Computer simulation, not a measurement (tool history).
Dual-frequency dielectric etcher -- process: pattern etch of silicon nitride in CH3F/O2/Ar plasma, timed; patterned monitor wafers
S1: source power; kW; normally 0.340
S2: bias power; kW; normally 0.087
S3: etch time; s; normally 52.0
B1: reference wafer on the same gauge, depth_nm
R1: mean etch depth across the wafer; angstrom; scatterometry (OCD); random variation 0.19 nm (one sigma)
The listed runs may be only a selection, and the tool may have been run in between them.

run 1 hour=0.0 | S1=0.310 S2=0.078 S3=52.0 | B1=35.68 | R1=329.9
-- hour=23.3 bias power generator calibrated
run 2 hour=68.3 | S1=0.310 S2=0.078 S3=52.0 | B1=35.73 | R1=327.1
-- hour=117.8 wet clean of the chamber
run 3 hour=118.3 | S1=0.340 S2=0.087 S3=52.0 | B1=35.69 | R1=371.1
run 4 hour=160.0 | S1=0.340 S2=0.093 S3=52.0 | B1=35.67 | R1=386.7
run 5 hour=192.7 | S1=0.340 S2=0.100 S3=42.5 | B1=35.70 | R1=328.7
run 6 hour=264.2 | S1=0.340 S2=0.100 S3=42.5 | B1=35.71 | R1=326.2
run 7 hour=289.1 | S1=0.340 S2=0.100 S3=42.5 | B1=35.67 | R1=325.6
run 8 hour=351.6 | S1=0.310 S2=0.087 S3=52.0 | B1=35.68 | R1=357.4
run 9 hour=392.9 | S1=0.300 S2=0.068 S3=58.0 | B1=35.66 | R1=343.5
run 10 hour=453.3 | S1=0.340 S2=0.087 S3=58.0 | B1=35.71 | R1=408.6
-- hour=474.0 source power generator calibrated
run 11 hour=510.5 | S1=0.340 S2=0.087 S3=52.0 | B1=35.62 | R1=366.6
run 12 hour=547.4 | S1=0.340 S2=0.087 S3=66.5 | B1=35.71 | R1=462.9
run 13 hour=590.3 | S1=0.290 S2=0.087 S3=52.0 | B1=35.64 | R1=341.3
-- hour=668.3 upper electrode replaced
run 14 hour=668.8 | S1=0.360 S2=0.087 S3=52.0 | B1=35.69 | R1=377.5
run 15 hour=719.3 | S1=0.340 S2=0.107 S3=61.0 | B1=35.72 | R1=475.9
-- hour=776.6 wet clean of the chamber
run 16 hour=777.1 | S1=0.380 S2=0.080 S3=45.0 | B1=35.74 | R1=320.1
run 17 hour=831.3 | S1=0.340 S2=0.107 S3=52.0 | B1=35.65 | R1=413.9
run 18 hour=874.0 | S1=0.340 S2=0.087 S3=39.5 | B1=35.70 | R1=280.2
run 19 hour=902.5 | S1=0.340 S2=0.100 S3=67.5 | B1=35.67 | R1=513.9
run 20 hour=958.8 | S1=0.340 S2=0.087 S3=52.0 | B1=35.68 | R1=369.2
run 21 hour=996.2 | S1=0.340 S2=0.087 S3=52.0 | B1=35.71 | R1=366.0
-- hour=1012.1 gauge calibrated
run 22 hour=1026.5 | S1=0.340 S2=0.087 S3=61.5 | B1=35.64 | R1=432.7
run 23 hour=1081.1 | S1=0.320 S2=0.067 S3=67.5 | B1=35.63 | R1=397.9
run 24 hour=1128.0 | S1=0.290 S2=0.076 S3=52.0 | B1=35.63 | R1=316.9
run 25 hour=1179.5 | S1=0.260 S2=0.074 S3=58.5 | B1=35.69 | R1=336.8
run 26 hour=1212.9 | S1=0.280 S2=0.087 S3=44.5 | B1=35.70 | R1=286.1
run 27 hour=1273.6 | S1=0.340 S2=0.087 S3=52.0 | B1=35.73 | R1=363.4
-- hour=1406.2 wet clean of the chamber
run 28 hour=1488.9 | S1=0.300 S2=0.087 S3=52.0 | B1=35.72 | R1=350.4
run 29 hour=1560.1 | S1=0.310 S2=0.087 S3=57.5 | B1=35.68 | R1=391.6

Give the tool's hidden conditions for every run:
source power that arrives over what is set, %: 0 across all the runs
bias power that arrives over what is set, %: 0 across all the runs
gauge reads high (%): 0 across all the runs
H1: etch rate over this chamber's usual, %
run=1 H1=-1.55
run=2 H1=-1.83
run=3 H1=0.814
run=4 H1=0.644
run=5 H1=0.51
run=6 H1=0.218
run=7 H1=0.117
run=8 H1=-0.138
run=9 H1=-0.307
run=10 H1=-0.553
run=11 H1=-0.787
run=12 H1=-0.937
run=13 H1=-1.11
run=14 H1=-1.43
run=15 H1=-1.64
run=16 H1=0.18
run=17 H1=-0.0415
run=18 H1=-0.216
run=19 H1=-0.332
run=20 H1=-0.562
run=21 H1=-0.714
run=22 H1=-0.838
run=23 H1=-1.06
run=24 H1=-1.25
run=25 H1=-1.46
run=26 H1=-1.6
run=27 H1=-1.85
run=28 H1=-0.345
run=29 H1=-0.635
